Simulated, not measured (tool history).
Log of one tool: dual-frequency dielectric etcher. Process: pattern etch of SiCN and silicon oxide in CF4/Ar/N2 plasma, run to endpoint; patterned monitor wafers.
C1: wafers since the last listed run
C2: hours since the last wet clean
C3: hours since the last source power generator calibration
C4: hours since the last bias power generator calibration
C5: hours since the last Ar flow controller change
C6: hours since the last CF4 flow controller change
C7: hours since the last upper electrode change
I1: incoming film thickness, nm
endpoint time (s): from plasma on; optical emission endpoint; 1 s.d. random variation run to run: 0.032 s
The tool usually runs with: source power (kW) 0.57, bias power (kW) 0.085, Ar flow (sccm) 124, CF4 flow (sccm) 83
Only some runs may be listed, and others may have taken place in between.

run 1 hour=0 | source_power_(kW)=0.57 bias_power_(kW)=0.074 Ar_flow_(sccm)=124 CF4_flow_(sccm)=83 | C1=0 C2=327 C3=2007.2 C4=15.3 C5=1490.7 C6=32.7 C7=4236.1 | I1=9.55 | endpoint_time_(s)=9.1
run 2 hour=17.4 | source_power_(kW)=0.57 bias_power_(kW)=0.074 Ar_flow_(sccm)=124 CF4_flow_(sccm)=83 | C1=329 C2=344.4 C3=2024.6 C4=32.7 C5=1508.1 C6=50.1 C7=4253.5 | I1=9.6 | endpoint_time_(s)=9.3
run 3 hour=35.1 | source_power_(kW)=0.57 bias_power_(kW)=0.085 Ar_flow_(sccm)=124 CF4_flow_(sccm)=83 | C1=334 C2=362.1 C3=2042.3 C4=50.4 C5=1525.8 C6=67.8 C7=4271.2 | I1=9.59 | endpoint_time_(s)=8.7
-- hour=55.7 Ar flow controller replaced
-- hour=99.3 upper electrode replaced
-- hour=114.9 wet clean of the chamber
run 4 hour=115.4 | source_power_(kW)=0.57 bias_power_(kW)=0.085 Ar_flow_(sccm)=124 CF4_flow_(sccm)=83 | C1=655 C2=0.5 C3=2122.6 C4=130.7 C5=59.7 C6=148.1 C7=16.1 | I1=9.55 | endpoint_time_(s)=8.7
run 5 hour=115.7 | source_power_(kW)=0.57 bias_power_(kW)=0.085 Ar_flow_(sccm)=124 CF4_flow_(sccm)=83 | C1=5 C2=0.8 C3=2122.9 C4=131 C5=60 C6=148.4 C7=16.4 | I1=9.67 | endpoint_time_(s)=8.8
run 6 hour=116.1 | source_power_(kW)=0.57 bias_power_(kW)=0.085 Ar_flow_(sccm)=124 CF4_flow_(sccm)=83 | C1=7 C2=1.2 C3=2123.3 C4=131.4 C5=60.4 C6=148.8 C7=16.8 | I1=9.6 | endpoint_time_(s)=8.7
run 7 hour=116.4 | source_power_(kW)=0.57 bias_power_(kW)=0.085 Ar_flow_(sccm)=110 CF4_flow_(sccm)=83 | C1=5 C2=1.5 C3=2123.6 C4=131.7 C5=60.7 C6=149.1 C7=17.1 | I1=9.48 | endpoint_time_(s)=8.5
run 8 hour=123.8 | source_power_(kW)=0.52 bias_power_(kW)=0.085 Ar_flow_(sccm)=124 CF4_flow_(sccm)=66 | C1=140 C2=8.9 C3=2131 C4=139.1 C5=68.1 C6=156.5 C7=24.5 | I1=9.57 | endpoint_time_(s)=9.5
run 9 hour=141 | source_power_(kW)=0.45 bias_power_(kW)=0.073 Ar_flow_(sccm)=141 CF4_flow_(sccm)=64 | C1=325 C2=26.1 C3=2148.2 C4=156.3 C5=85.3 C6=173.7 C7=41.7 | I1=9.6 | endpoint_time_(s)=11.5
run 10 hour=153.4 | source_power_(kW)=0.64 bias_power_(kW)=0.085 Ar_flow_(sccm)=124 CF4_flow_(sccm)=83 | C1=234 C2=38.5 C3=2160.6 C4=168.7 C5=97.7 C6=186.1 C7=54.1 | I1=9.58 | endpoint_time_(s)=8.1
run 11 hour=169.9 | source_power_(kW)=0.44 bias_power_(kW)=0.085 Ar_flow_(sccm)=124 CF4_flow_(sccm)=100 | C1=312 C2=55 C3=2177.1 C4=185.2 C5=114.2 C6=202.6 C7=70.6 | I1=9.65 | endpoint_time_(s)=10.4
run 12 hour=178 | source_power_(kW)=0.57 bias_power_(kW)=0.065 Ar_flow_(sccm)=150 CF4_flow_(sccm)=83 | C1=153 C2=63.1 C3=2185.2 C4=193.3 C5=122.3 C6=210.7 C7=78.7 | I1=9.52 | endpoint_time_(s)=10
-- hour=182.6 source power generator calibrated
run 13 hour=184.1 | source_power_(kW)=0.46 bias_power_(kW)=0.069 Ar_flow_(sccm)=98 CF4_flow_(sccm)=103 | C1=39 C2=69.2 C3=1.5 C4=199.4 C5=128.4 C6=216.8 C7=84.8 | I1=9.57 | endpoint_time_(s)=10.6
run 14 hour=194.4 | source_power_(kW)=0.57 bias_power_(kW)=0.09 Ar_flow_(sccm)=97 CF4_flow_(sccm)=83 | C1=194 C2=79.5 C3=11.8 C4=209.7 C5=138.7 C6=227.1 C7=95.1 | I1=9.64 | endpoint_time_(s)=8.3
run 15 hour=208.9 | source_power_(kW)=0.45 bias_power_(kW)=0.102 Ar_flow_(sccm)=142 CF4_flow_(sccm)=67 | C1=274 C2=94 C3=26.3 C4=224.2 C5=153.2 C6=241.6 C7=109.6 | I1=9.55 | endpoint_time_(s)=9.8
run 16 hour=233.3 | source_power_(kW)=0.57 bias_power_(kW)=0.065 Ar_flow_(sccm)=99 CF4_flow_(sccm)=83 | C1=461 C2=118.4 C3=50.7 C4=248.6 C5=177.6 C6=266 C7=134 | I1=9.55 | endpoint_time_(s)=9.5
run 17 hour=248.1 | source_power_(kW)=0.57 bias_power_(kW)=0.085 Ar_flow_(sccm)=124 CF4_flow_(sccm)=83 | C1=280 C2=133.2 C3=65.5 C4=263.4 C5=192.4 C6=280.8 C7=148.8 | I1=9.5 | endpoint_time_(s)=8.6
run 18 hour=258.8 | source_power_(kW)=0.57 bias_power_(kW)=0.085 Ar_flow_(sccm)=97 CF4_flow_(sccm)=83 | C1=202 C2=143.9 C3=76.2 C4=274.1 C5=203.1 C6=291.5 C7=159.5 | I1=9.65 | endpoint_time_(s)=8.5
run 19 hour=276.7 | source_power_(kW)=0.57 bias_power_(kW)=0.073 Ar_flow_(sccm)=124 CF4_flow_(sccm)=83 | C1=338 C2=161.8 C3=94.1 C4=292 C5=221 C6=309.4 C7=177.4 | I1=9.61 | endpoint_time_(s)=9.4
run 20 hour=287.3 | source_power_(kW)=0.57 bias_power_(kW)=0.074 Ar_flow_(sccm)=124 CF4_flow_(sccm)=104 | C1=200 C2=172.4 C3=104.7 C4=302.6 C5=231.6 C6=320 C7=188 | I1=9.62 | endpoint_time_(s)=9.1
run 21 hour=295.5 | source_power_(kW)=0.5 bias_power_(kW)=0.093 Ar_flow_(sccm)=112 CF4_flow_(sccm)=83 | C1=155 C2=180.6 C3=112.9 C4=310.8 C5=239.8 C6=328.2 C7=196.2 | I1=9.69 | endpoint_time_(s)=9.2
run 22 hour=305.8 | source_power_(kW)=0.46 bias_power_(kW)=0.069 Ar_flow_(sccm)=98 CF4_flow_(sccm)=103 | C1=194 C2=190.9 C3=123.2 C4=321.1 C5=250.1 C6=338.5 C7=206.5 | I1=9.65 | endpoint_time_(s)=10.7
run 23 hour=316 | source_power_(kW)=0.57 bias_power_(kW)=0.066 Ar_flow_(sccm)=124 CF4_flow_(sccm)=83 | C1=193 C2=201.1 C3=133.4 C4=331.3 C5=260.3 C6=348.7 C7=216.7 | I1=9.54 | endpoint_time_(s)=9.7

What if the next run were any one of these 5? Each begins from the tool's condition after run 23:
run A hour=316.4 | source_power_(kW)=0.53 bias_power_(kW)=0.085 Ar_flow_(sccm)=124 CF4_flow_(sccm)=83 | C1=7 C2=201.5 C3=133.8 C4=331.7 C5=260.7 C6=349.1 C7=217.1 | I1=9.52 | endpoint_time_(s)=?
run B hour=316.4 | source_power_(kW)=0.63 bias_power_(kW)=0.085 Ar_flow_(sccm)=124 CF4_flow_(sccm)=100 | C1=7 C2=201.5 C3=133.8 C4=331.7 C5=260.7 C6=349.1 C7=217.1 | I1=9.52 | endpoint_time_(s)=?
run C hour=316.4 | source_power_(kW)=0.57 bias_power_(kW)=0.067 Ar_flow_(sccm)=141 CF4_flow_(sccm)=83 | C1=7 C2=201.5 C3=133.8 C4=331.7 C5=260.7 C6=349.1 C7=217.1 | I1=9.52 | endpoint_time_(s)=?
run D hour=316.4 | source_power_(kW)=0.57 bias_power_(kW)=0.085 Ar_flow_(sccm)=124 CF4_flow_(sccm)=94 | C1=7 C2=201.5 C3=133.8 C4=331.7 C5=260.7 C6=349.1 C7=217.1 | I1=9.52 | endpoint_time_(s)=?
run E hour=316.4 | source_power_(kW)=0.71 bias_power_(kW)=0.085 Ar_flow_(sccm)=152 CF4_flow_(sccm)=83 | C1=7 C2=201.5 C3=133.8 C4=331.7 C5=260.7 C6=349.1 C7=217.1 | I1=9.52 | endpoint_time_(s)=?

run=A endpoint_time_(s)=9.1
run=B endpoint_time_(s)=7.9
run=C endpoint_time_(s)=9.8
run=D endpoint_time_(s)=8.6
run=E endpoint_time_(s)=7.6
What these runs would have given with no unlogged condition in the tool:
run=A endpoint_time_(s)=9.1
run=B endpoint_time_(s)=7.9
run=C endpoint_time_(s)=9.8
run=D endpoint_time_(s)=8.6
run=E endpoint_time_(s)=7.6

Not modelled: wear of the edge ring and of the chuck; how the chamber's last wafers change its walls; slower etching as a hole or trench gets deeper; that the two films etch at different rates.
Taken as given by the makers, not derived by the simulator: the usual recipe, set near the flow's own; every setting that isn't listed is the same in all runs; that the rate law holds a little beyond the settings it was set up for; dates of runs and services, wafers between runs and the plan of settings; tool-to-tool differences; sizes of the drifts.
